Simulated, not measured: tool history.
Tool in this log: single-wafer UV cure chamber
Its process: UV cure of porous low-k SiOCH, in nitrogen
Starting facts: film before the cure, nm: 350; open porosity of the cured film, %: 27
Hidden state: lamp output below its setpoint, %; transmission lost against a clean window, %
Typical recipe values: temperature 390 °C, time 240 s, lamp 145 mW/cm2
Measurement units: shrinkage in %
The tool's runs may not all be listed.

| run | hour | temperature | time | lamp | wafers since the last listed run | hours since the UV bulbs were replaced | wafers since the quartz window was cleaned | shrinkage |
|---|---|---|---|---|---|---|---|---|
| 1 | 0.0 | 390 | 240 | 145 | 0 | 1247.4 | 1413 | 12.791 |
| 2 | 20.7 | 382 | 240 | 145 | 122 | 1268.1 | 1535 | 12.515 |
| 3 | 53.9 | 377 | 240 | 145 | 196 | 1301.3 | 1732 | 12.421 |
| 4 | 68.3 | 377 | 240 | 145 | 85 | 1315.7 | 1817 | 12.439 |
| 5 | 88.8 | 377 | 240 | 145 | 121 | 1336.2 | 1938 | 12.316 |
| 6 | 107.1 | 378 | 130 | 145 | 108 | 1354.5 | 2046 | 9.514 |
| 7 | 123.9 | 378 | 130 | 145 | 99 | 1371.3 | 2146 | 9.553 |
|  | 157.5 | quartz window cleaned |
| 8 | 159.8 | 378 | 130 | 145 | 164 | 1407.2 | 13 | 9.567 |
| 9 | 191.4 | 390 | 240 | 145 | 186 | 1438.8 | 200 | 12.763 |
| 10 | 210.3 | 390 | 240 | 145 | 111 | 1457.7 | 312 | 12.694 |
| 11 | 223.8 | 390 | 240 | 145 | 79 | 1471.2 | 392 | 12.717 |
| 12 | 239.7 | 409 | 300 | 111 | 94 | 1487.1 | 486 | 12.573 |
| 13 | 278.5 | 390 | 240 | 145 | 229 | 1525.9 | 715 | 12.754 |
| 14 | 307.0 | 370 | 120 | 145 | 168 | 1554.4 | 884 | 8.962 |
| 15 | 335.1 | 390 | 335 | 133 | 166 | 1582.5 | 1050 | 13.857 |
|  | 353.6 | UV bulbs replaced |
| 16 | 362.4 | 390 | 115 | 177 | 114 | 8.8 | 1164 | 12.088 |
| 17 | 374.7 | 390 | 335 | 133 | 72 | 21.1 | 1237 | 15.792 |
| 18 | 389.7 | 404 | 110 | 145 | 88 | 36.1 | 1326 | 11.078 |
| 19 | 421.3 | 377 | 240 | 145 | 186 | 67.7 | 1512 | 14.293 |
| 20 | 450.9 | 390 | 380 | 160 | 175 | 97.3 | 1687 | 16.994 |
| 21 | 480.5 | 390 | 300 | 157 | 175 | 126.9 | 1863 | 15.668 |

Predict each of these 4 candidate next runs independently; none follows another, all start after run 21:
| A | 481.0 | 390 | 365 | 145 | 2 | 127.4 | 1866 | ? |
| B | 481.0 | 390 | 345 | 145 | 2 | 127.4 | 1866 | ? |
| C | 481.0 | 373 | 160 | 125 | 2 | 127.4 | 1866 | ? |
| D | 481.0 | 390 | 95 | 176 | 2 | 127.4 | 1866 | ? |

| run | shrinkage |
|---|---|
| A | 16.109 |
| B | 15.829 |
| C | 11.090 |
| D | 10.586 |
With the hidden condition removed and each run's random variation left untouched, the same runs would have given:
| run | shrinkage |
|---|---|
| A | 16.516 |
| B | 16.235 |
| C | 11.467 |
| D | 10.959 |
